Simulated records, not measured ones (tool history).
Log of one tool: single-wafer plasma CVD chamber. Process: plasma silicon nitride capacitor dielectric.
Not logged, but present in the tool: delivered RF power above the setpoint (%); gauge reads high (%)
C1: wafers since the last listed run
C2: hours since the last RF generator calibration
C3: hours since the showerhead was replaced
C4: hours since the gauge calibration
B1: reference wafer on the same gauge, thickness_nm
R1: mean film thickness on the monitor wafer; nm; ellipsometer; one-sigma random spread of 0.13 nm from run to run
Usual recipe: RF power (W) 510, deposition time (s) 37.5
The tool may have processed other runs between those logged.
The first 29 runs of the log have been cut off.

run 30 hour=692.7 | RF_power_(W)=605 deposition_time_(s)=43.9 | C1=570 C2=19.9 C3=103.3 C4=640.6 | B1=57.916 | R1=67.91
-- hour=706.1 gauge calibrated
run 31 hour=715.2 | RF_power_(W)=580 deposition_time_(s)=39.6 | C1=661 C2=42.4 C3=125.8 C4=9.1 | B1=58.039 | R1=60.565
run 32 hour=749.3 | RF_power_(W)=485 deposition_time_(s)=37.5 | C1=1002 C2=76.5 C3=159.9 C4=43.2 | B1=58.01 | R1=54.643
run 33 hour=784.1 | RF_power_(W)=575 deposition_time_(s)=37.5 | C1=1022 C2=111.3 C3=194.7 C4=78 | B1=58.007 | R1=57.092
run 34 hour=801.5 | RF_power_(W)=605 deposition_time_(s)=37.5 | C1=511 C2=128.7 C3=212.1 C4=95.4 | B1=58.065 | R1=58.123
run 35 hour=836.8 | RF_power_(W)=540 deposition_time_(s)=37.5 | C1=1037 C2=164 C3=247.4 C4=130.7 | B1=58 | R1=56.54
run 36 hour=868.5 | RF_power_(W)=550 deposition_time_(s)=37.5 | C1=931 C2=195.7 C3=279.1 C4=162.4 | B1=58.017 | R1=56.609
run 37 hour=884.5 | RF_power_(W)=440 deposition_time_(s)=30.9 | C1=470 C2=211.7 C3=295.1 C4=178.4 | B1=58.009 | R1=43.812

Branching from run 37: 4 alternative next runs. What would each branch give?
run A hour=884.9 | RF_power_(W)=510 deposition_time_(s)=34.2 | C1=11 C2=212.1 C3=295.5 C4=178.8 | B1=? | R1=?
run B hour=884.9 | RF_power_(W)=485 deposition_time_(s)=34.9 | C1=11 C2=212.1 C3=295.5 C4=178.8 | B1=? | R1=?
run C hour=884.9 | RF_power_(W)=455 deposition_time_(s)=41.2 | C1=11 C2=212.1 C3=295.5 C4=178.8 | B1=? | R1=?
run D hour=884.9 | RF_power_(W)=510 deposition_time_(s)=33.6 | C1=11 C2=212.1 C3=295.5 C4=178.8 | B1=? | R1=?

run=A B1=58.015 R1=50.451
run=B B1=58.015 R1=50.72
run=C B1=58.015 R1=58.752
run=D B1=58.015 R1=49.565
What these runs would have given with no unlogged condition in the tool:
run=A R1=50.528
run=B R1=50.798
run=C R1=58.843
run=D R1=49.642
